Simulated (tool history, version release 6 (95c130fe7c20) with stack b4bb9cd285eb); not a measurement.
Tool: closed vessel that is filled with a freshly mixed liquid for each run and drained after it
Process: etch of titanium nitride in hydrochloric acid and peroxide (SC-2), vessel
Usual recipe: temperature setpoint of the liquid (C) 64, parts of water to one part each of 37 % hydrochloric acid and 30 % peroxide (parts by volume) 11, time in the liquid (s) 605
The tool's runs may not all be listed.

run     day  temperature setpoint of the liquid (C)  parts of water to one part each of 37 % hydrochloric acid and 30 % peroxide (parts by volume)  time in the liquid (s)  read-back film thickness of the titanium nitride reference wafer, read on the same gauge (nm)  thickness taken off the titanium nitride on a monitor wafer (Å)
  1       0                                      64                                                                                            6.5                     605                                                                                          59.19                                                            445.4
  2   0.638                                      64                                                                                            6.5                     605                                                                                          59.15                                                            442.7
  3   1.758                                      64                                                                                            8.5                     605                                                                                          59.08                                                            357.4
  4   2.346                                      64                                                                                            8.5                     605                                                                                          59.04                                                            359.1
  5   3.671                                      64                                                                                            8.5                     605                                                                                          58.97                                                            355.6
  6   4.604                                      64                                                                                             11                     605                                                                                          58.92                                                            287.1
  7   5.588                                      64                                                                                             11                     605                                                                                          58.88                                                            291.9
      7.075  -- new drum of peroxide connected
  8   7.096                                      64                                                                                             11                     605                                                                                          58.79                                                            288.9
  9   7.983                                      64                                                                                             11                     605                                                                                          58.75                                                            290.1
      8.146  -- gauge calibrated
 10   8.579                                      64                                                                                             11                     605                                                                                          59.94                                                            294.8
 11   9.925                                      64                                                                                             11                     605                                                                                          59.88                                                            293.1
 12  10.946                                      64                                                                                             11                     605                                                                                          59.84                                                              290
 13  11.783                                      64                                                                                             11                     605                                                                                          59.76                                                            292.8
      12.45  -- chemicals flow meter replaced
 14  12.679                                      64                                                                                             11                     880                                                                                          59.73                                                            429.3
     13.758  -- thermometer replaced
 15  13.962                                      64                                                                                             11                     605                                                                                          59.64                                                              296
 16  14.612                                      71                                                                                           14.5                     835                                                                                           59.6                                                            481.6
 17  15.854                                    71.5                                                                                            6.5                     750                                                                                          59.52                                                              865
 18  16.417                                      70                                                                                             15                     395                                                                                          59.48                                                            207.3
 19  17.346                                      54                                                                                           13.5                     380                                                                                          59.44                                                             81.3
 20  18.712                                    59.5                                                                                            8.5                     605                                                                                          59.39                                                            270.8
 21  19.262                                      64                                                                                             11                     605                                                                                          59.35                                                            289.7
 22  20.158                                      56                                                                                             14                     605                                                                                          59.28                                                            141.3

How would selected steps in thickness taken off the titanium nitride on a monitor wafer (Å) from run to run divide? Give the signed amount a tool lacking its hidden state would still show from settings, what came in and random variation, and the signed amount left for the hidden state, including any gauge scatter that is not in both of the compared results.
The tool's hidden condition here consists of: liquid hotter than its thermometer reads (K); chemicals flow above the setpoint (%); peroxide weaker than its label (%); gauge reads high (%).
Run 9 -> 10: gauge calibrated. thickness taken off the titanium nitride on a monitor wafer (Å) +4.7: hidden state +6, all else -1.3.
Run 16 -> 17: temperature setpoint of the liquid (C) 71 -> 71.5, parts of water to one part each of 37 % hydrochloric acid and 30 % peroxide (parts by volume) 14.5 -> 6.5, time in the liquid (s) 835 -> 750. thickness taken off the titanium nitride on a monitor wafer (Å) +383.4: hidden state -3.5, all else +386.9.
Run 17 -> 18: temperature setpoint of the liquid (C) 71.5 -> 70, parts of water to one part each of 37 % hydrochloric acid and 30 % peroxide (parts by volume) 6.5 -> 15, time in the liquid (s) 750 -> 395. thickness taken off the titanium nitride on a monitor wafer (Å) -657.7: hidden state +5, all else -662.7.
